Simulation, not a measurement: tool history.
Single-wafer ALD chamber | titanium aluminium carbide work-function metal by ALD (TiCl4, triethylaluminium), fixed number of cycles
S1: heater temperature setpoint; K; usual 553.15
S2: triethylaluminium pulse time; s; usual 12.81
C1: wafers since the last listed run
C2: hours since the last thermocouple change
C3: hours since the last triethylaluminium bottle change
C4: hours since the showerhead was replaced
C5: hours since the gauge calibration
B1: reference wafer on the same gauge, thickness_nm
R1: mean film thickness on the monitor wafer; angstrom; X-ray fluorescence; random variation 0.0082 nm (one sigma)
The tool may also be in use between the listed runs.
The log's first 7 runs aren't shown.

run	hour	S1	S2	C1	C2	C3	C4	C5	B1	R1
8	328.3	558.15	12.81	408	1187.9	46.1	3978.8	1052.7	1.910	19.38
9	434.6	553.15	12.81	975	1294.2	152.4	4085.1	1159.0	1.912	19.04
10	462.2	553.15	12.81	253	1321.8	180.0	4112.7	1186.6	1.909	19.07
11	511.8	553.15	12.81	455	1371.4	229.6	4162.3	1236.2	1.910	18.89
12	539.6	560.15	14.64	255	1399.2	257.4	4190.1	1264.0	1.910	19.90
13	577.0	560.15	14.64	343	1436.6	294.8	4227.5	1301.4	1.909	19.74
14	621.1	560.15	14.64	404	1480.7	338.9	4271.6	1345.5	1.909	19.85
15	653.7	553.15	10.74	299	1513.3	371.5	4304.2	1378.1	1.910	18.90
16	711.7	553.15	10.74	532	1571.3	429.5	4362.2	1436.1	1.910	18.79
17	751.2	565.15	10.98	362	1610.8	469.0	4401.7	1475.6	1.912	19.96
# hour 761.8: triethylaluminium bottle replaced
# hour 826.3: showerhead replaced
18	826.8	539.15	10.72	546	1686.4	65.0	0.5	1551.2	1.910	17.55
# hour 966.7: thermocouple changed; heater temperature recalibrated
19	997.2	559.15	12.81	1489	30.5	235.4	170.9	1721.6	1.910	19.33
20	1058.8	540.15	14.10	565	92.1	297.0	232.5	1783.2	1.910	17.44
21	1112.0	544.15	8.98	488	145.3	350.2	285.7	1836.4	1.911	17.26
# hour 1149.0: gauge calibrated
22	1154.4	553.15	12.81	389	187.7	392.6	328.1	5.4	1.911	18.68
23	1207.0	553.15	8.07	482	240.3	445.2	380.7	58.0	1.907	18.04
24	1235.8	553.15	14.77	264	269.1	474.0	409.5	86.8	1.912	18.83
# hour 1271.5: triethylaluminium bottle replaced
25	1283.7	553.15	17.67	366	317.0	12.2	457.4	134.7	1.908	18.80
26	1340.1	553.15	10.95	517	373.4	68.6	513.8	191.1	1.909	18.43
27	1383.1	553.15	12.81	394	416.4	111.6	556.8	234.1	1.911	18.60
28	1408.5	553.15	12.81	233	441.8	137.0	582.2	259.5	1.908	18.64
29	1475.8	564.15	11.21	617	509.1	204.3	649.5	326.8	1.910	19.55
30	1512.3	553.15	12.81	334	545.6	240.8	686.0	363.3	1.909	18.76
31	1589.5	541.15	16.71	708	622.8	318.0	763.2	440.5	1.910	17.55
32	1661.5	562.15	9.15	660	694.8	390.0	835.2	512.5	1.909	19.20

4 ways to go on from here, each from the tool as it stands after run 32. What would each give?
A	1661.9	553.15	16.81	3	695.2	390.4	835.6	512.9	?	?
B	1661.9	553.15	8.81	3	695.2	390.4	835.6	512.9	?	?
C	1661.9	562.15	12.81	3	695.2	390.4	835.6	512.9	?	?
D	1661.9	561.15	16.51	3	695.2	390.4	835.6	512.9	?	?

run	B1	R1
A	1.910	18.83
B	1.910	18.17
C	1.910	19.57
D	1.910	19.63
Without the tool's hidden state the same runs would have given:
run	R1
A	18.84
B	18.17
C	19.58
D	19.63
